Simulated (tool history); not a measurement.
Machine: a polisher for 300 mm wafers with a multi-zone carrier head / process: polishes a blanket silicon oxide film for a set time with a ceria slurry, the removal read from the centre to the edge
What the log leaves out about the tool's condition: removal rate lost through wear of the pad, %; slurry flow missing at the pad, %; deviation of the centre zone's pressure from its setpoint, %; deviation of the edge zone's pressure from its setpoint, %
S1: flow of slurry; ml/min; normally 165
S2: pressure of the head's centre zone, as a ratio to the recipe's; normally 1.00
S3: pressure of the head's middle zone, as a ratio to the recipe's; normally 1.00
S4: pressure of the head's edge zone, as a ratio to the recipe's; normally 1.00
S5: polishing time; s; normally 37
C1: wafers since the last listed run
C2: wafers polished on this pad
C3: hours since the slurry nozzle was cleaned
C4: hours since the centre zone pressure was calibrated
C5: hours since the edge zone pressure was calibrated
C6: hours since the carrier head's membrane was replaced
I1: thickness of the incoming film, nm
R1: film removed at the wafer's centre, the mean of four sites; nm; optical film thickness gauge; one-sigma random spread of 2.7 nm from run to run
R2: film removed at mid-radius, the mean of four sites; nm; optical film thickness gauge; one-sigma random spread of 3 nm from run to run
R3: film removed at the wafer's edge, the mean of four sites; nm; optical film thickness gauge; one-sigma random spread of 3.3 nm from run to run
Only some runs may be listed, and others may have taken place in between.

run,hour,S1,S2,S3,S4,S5,C1,C2,C3,C4,C5,C6,I1,R1,R2,R3
1,0.0,165,1.00,1.00,0.96,37,0,6,113.6,402.5,389.6,999.4,1291.4,253.0,270.9,260.0
2,54.2,165,1.00,1.00,1.00,37,639,645,167.8,456.7,443.8,1053.6,1286.0,248.5,262.2,263.9
3,80.8,165,1.00,1.00,1.00,37,313,959,194.4,483.3,470.4,1080.2,1279.0,244.2,259.8,259.9
4,113.9,165,1.00,1.00,1.00,37,390,1349,227.5,516.4,503.5,1113.3,1297.6,241.4,264.2,260.1
# hour 120.4: edge zone pressure recalibrated
5,169.4,165,1.00,1.00,1.00,37,630,1980,283.0,571.9,49.0,1168.8,1266.5,242.0,256.2,257.3
6,224.7,165,1.00,1.00,1.00,33,652,2632,338.3,627.2,104.3,1224.1,1279.7,211.1,229.8,227.4
7,253.4,165,1.00,1.00,1.00,33,338,2970,367.0,655.9,133.0,1252.8,1296.1,212.4,233.5,227.6
# hour 264.0: carrier head's membrane replaced by a new one
8,299.0,165,1.00,1.00,1.00,33,478,3449,412.6,701.5,178.6,35.0,1283.0,207.8,229.1,230.7
# hour 311.3: worn pad replaced by a new one
# hour 343.2: centre zone pressure recalibrated
9,345.0,185,1.00,0.91,1.00,37,471,373,458.6,1.8,224.6,81.0,1269.2,255.2,246.4,260.4
10,389.2,165,1.00,1.00,1.00,33,521,894,502.8,46.0,268.8,125.2,1261.5,223.6,233.7,226.7
11,441.1,115,1.00,0.88,0.91,48,611,1506,554.7,97.9,320.7,177.1,1274.7,273.6,264.4,289.6
12,476.2,165,1.00,1.00,1.00,37,413,1920,589.8,133.0,355.8,212.2,1279.7,238.3,256.6,261.4
13,525.5,165,1.00,0.90,1.00,42,581,2501,639.1,182.3,405.1,261.5,1277.8,275.2,264.0,293.2
14,576.8,165,0.94,1.00,0.93,49,604,3106,690.4,233.6,456.4,312.8,1277.9,306.6,335.8,332.5
# hour 596.6: worn pad replaced by a new one
15,643.9,135,0.92,1.00,0.96,37,744,557,757.5,300.7,523.5,379.9,1275.7,207.8,243.9,243.9
# hour 661.7: slurry nozzle cleaned
16,668.3,165,1.00,1.00,1.00,37,275,833,6.6,325.1,547.9,404.3,1266.9,259.1,278.4,265.4
# hour 759.8: edge zone pressure recalibrated
17,802.7,165,1.00,1.00,1.00,49,1561,2394,141.0,459.5,42.9,538.7,1277.1,328.2,353.5,348.8
18,873.3,120,0.95,1.03,1.00,48,832,3226,211.6,530.1,113.5,609.3,1284.3,279.5,317.1,316.0
# hour 898.3: worn pad replaced by a new one
19,941.4,165,1.00,1.00,1.00,37,755,508,279.7,598.2,181.6,677.4,1296.1,240.8,263.7,255.1
20,1010.9,185,0.91,0.94,1.05,37,819,1327,349.2,667.7,251.1,746.9,1268.7,229.5,254.8,269.3
21,1054.3,165,1.00,1.00,1.00,44,511,1839,392.6,711.1,294.5,790.3,1270.2,281.5,304.4,305.5
22,1113.0,165,1.00,1.00,1.00,37,692,2531,451.3,769.8,353.2,849.0,1285.6,230.9,259.6,261.7
23,1147.0,165,1.10,1.00,1.00,37,400,2932,485.3,803.8,387.2,883.0,1260.3,241.6,255.7,255.8

Alternative continuations, all from the tool just after run 23; predict every row:
A,1147.4,165,0.95,1.00,1.00,37,4,2937,485.7,804.2,387.6,883.4,1286.5,?,?,?
B,1147.4,165,1.05,1.00,1.00,33,4,2937,485.7,804.2,387.6,883.4,1286.5,?,?,?
C,1147.4,130,1.06,1.00,0.97,45,4,2937,485.7,804.2,387.6,883.4,1286.5,?,?,?

run,R1,R2,R3
A,226.1,256.8,255.3
B,213.6,228.9,227.7
C,269.5,290.5,291.4
Without the tool's unlogged condition, the same runs would have read:
run,R1,R2,R3
A,264.2,275.6,268.5
B,249.4,245.7,239.5
C,322.5,318.2,310.1

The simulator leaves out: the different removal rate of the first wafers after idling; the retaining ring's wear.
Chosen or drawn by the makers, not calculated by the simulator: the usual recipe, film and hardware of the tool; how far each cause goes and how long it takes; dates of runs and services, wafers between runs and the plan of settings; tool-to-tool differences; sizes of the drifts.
